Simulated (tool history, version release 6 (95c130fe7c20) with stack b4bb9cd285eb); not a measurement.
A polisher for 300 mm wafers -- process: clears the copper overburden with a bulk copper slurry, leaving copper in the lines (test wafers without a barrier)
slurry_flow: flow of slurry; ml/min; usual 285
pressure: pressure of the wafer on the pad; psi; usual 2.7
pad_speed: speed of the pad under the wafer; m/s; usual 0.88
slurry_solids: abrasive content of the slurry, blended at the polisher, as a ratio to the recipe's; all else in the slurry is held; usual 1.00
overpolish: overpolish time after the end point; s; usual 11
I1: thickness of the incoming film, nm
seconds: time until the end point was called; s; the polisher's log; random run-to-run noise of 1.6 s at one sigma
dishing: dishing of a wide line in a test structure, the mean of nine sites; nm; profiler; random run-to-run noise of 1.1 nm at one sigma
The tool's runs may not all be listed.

run 1 hour=0.0 | slurry_flow=285 pressure=2.4 pad_speed=0.88 slurry_solids=1.00 overpolish=11 | I1=669.3 | seconds=97.9 dishing=48.2
run 2 hour=35.2 | slurry_flow=285 pressure=2.4 pad_speed=0.88 slurry_solids=1.00 overpolish=11 | I1=666.3 | seconds=97.2 dishing=49.9
-- hour=51.0 worn pad replaced by a new one
run 3 hour=61.2 | slurry_flow=285 pressure=2.4 pad_speed=0.88 slurry_solids=1.00 overpolish=11 | I1=655.9 | seconds=93.4 dishing=49.9
run 4 hour=73.9 | slurry_flow=285 pressure=2.7 pad_speed=0.88 slurry_solids=1.00 overpolish=11 | I1=665.2 | seconds=89.4 dishing=54.1
run 5 hour=109.7 | slurry_flow=285 pressure=2.7 pad_speed=0.88 slurry_solids=1.00 overpolish=11 | I1=658.1 | seconds=89.2 dishing=50.5
-- hour=120.6 slurry nozzle cleaned
run 6 hour=127.2 | slurry_flow=285 pressure=2.7 pad_speed=0.88 slurry_solids=0.80 overpolish=11 | I1=663.7 | seconds=94.0 dishing=50.9
-- hour=141.7 worn pad replaced by a new one
run 7 hour=159.8 | slurry_flow=285 pressure=2.7 pad_speed=0.88 slurry_solids=0.80 overpolish=11 | I1=655.7 | seconds=92.0 dishing=50.8
run 8 hour=174.0 | slurry_flow=285 pressure=2.7 pad_speed=0.88 slurry_solids=0.80 overpolish=11 | I1=667.3 | seconds=92.5 dishing=49.9
-- hour=180.5 slurry blender recalibrated
-- hour=205.1 head pressure recalibrated
run 9 hour=209.2 | slurry_flow=235 pressure=2.7 pad_speed=1.08 slurry_solids=0.85 overpolish=13 | I1=659.6 | seconds=75.6 dishing=67.6
-- hour=221.5 worn pad replaced by a new one
run 10 hour=239.4 | slurry_flow=230 pressure=3.0 pad_speed=1.00 slurry_solids=1.10 overpolish=11 | I1=648.8 | seconds=70.7 dishing=61.4
run 11 hour=269.2 | slurry_flow=285 pressure=2.4 pad_speed=0.88 slurry_solids=0.85 overpolish=11 | I1=654.3 | seconds=99.5 dishing=47.4
run 12 hour=285.0 | slurry_flow=285 pressure=2.7 pad_speed=0.88 slurry_solids=1.00 overpolish=11 | I1=656.9 | seconds=85.7 dishing=52.4
run 13 hour=305.0 | slurry_flow=285 pressure=2.7 pad_speed=0.88 slurry_solids=1.00 overpolish=14 | I1=658.1 | seconds=89.1 dishing=59.9
-- hour=319.6 worn pad replaced by a new one
run 14 hour=321.5 | slurry_flow=210 pressure=2.7 pad_speed=0.88 slurry_solids=1.00 overpolish=11 | I1=664.1 | seconds=88.8 dishing=48.5
run 15 hour=348.3 | slurry_flow=285 pressure=2.7 pad_speed=0.88 slurry_solids=1.00 overpolish=11 | I1=648.9 | seconds=85.1 dishing=51.4
run 16 hour=362.9 | slurry_flow=285 pressure=2.7 pad_speed=0.88 slurry_solids=1.00 overpolish=11 | I1=661.8 | seconds=89.7 dishing=52.6
run 17 hour=379.4 | slurry_flow=285 pressure=2.7 pad_speed=0.64 slurry_solids=0.75 overpolish=11 | I1=654.1 | seconds=126.5 dishing=37.9

Each row is a separate what-if for the run after 17, all from the same tool condition, not one after another. Results?
run A hour=379.8 | slurry_flow=285 pressure=2.7 pad_speed=0.88 slurry_solids=1.00 overpolish=11 | I1=648.9 | seconds=? dishing=?
run B hour=379.8 | slurry_flow=200 pressure=2.7 pad_speed=0.76 slurry_solids=1.00 overpolish=11 | I1=648.9 | seconds=? dishing=?
run C hour=379.8 | slurry_flow=200 pressure=2.7 pad_speed=1.00 slurry_solids=1.10 overpolish=17 | I1=648.9 | seconds=? dishing=?

run=A seconds=86.0 dishing=51.7
run=B seconds=102.6 dishing=44.8
run=C seconds=76.4 dishing=78.1
The same runs, with their run-to-run variation unchanged, on a tool lacking any hidden condition would have given:
run=A seconds=86.0 dishing=51.7
run=B seconds=102.6 dishing=44.8
run=C seconds=76.4 dishing=78.1

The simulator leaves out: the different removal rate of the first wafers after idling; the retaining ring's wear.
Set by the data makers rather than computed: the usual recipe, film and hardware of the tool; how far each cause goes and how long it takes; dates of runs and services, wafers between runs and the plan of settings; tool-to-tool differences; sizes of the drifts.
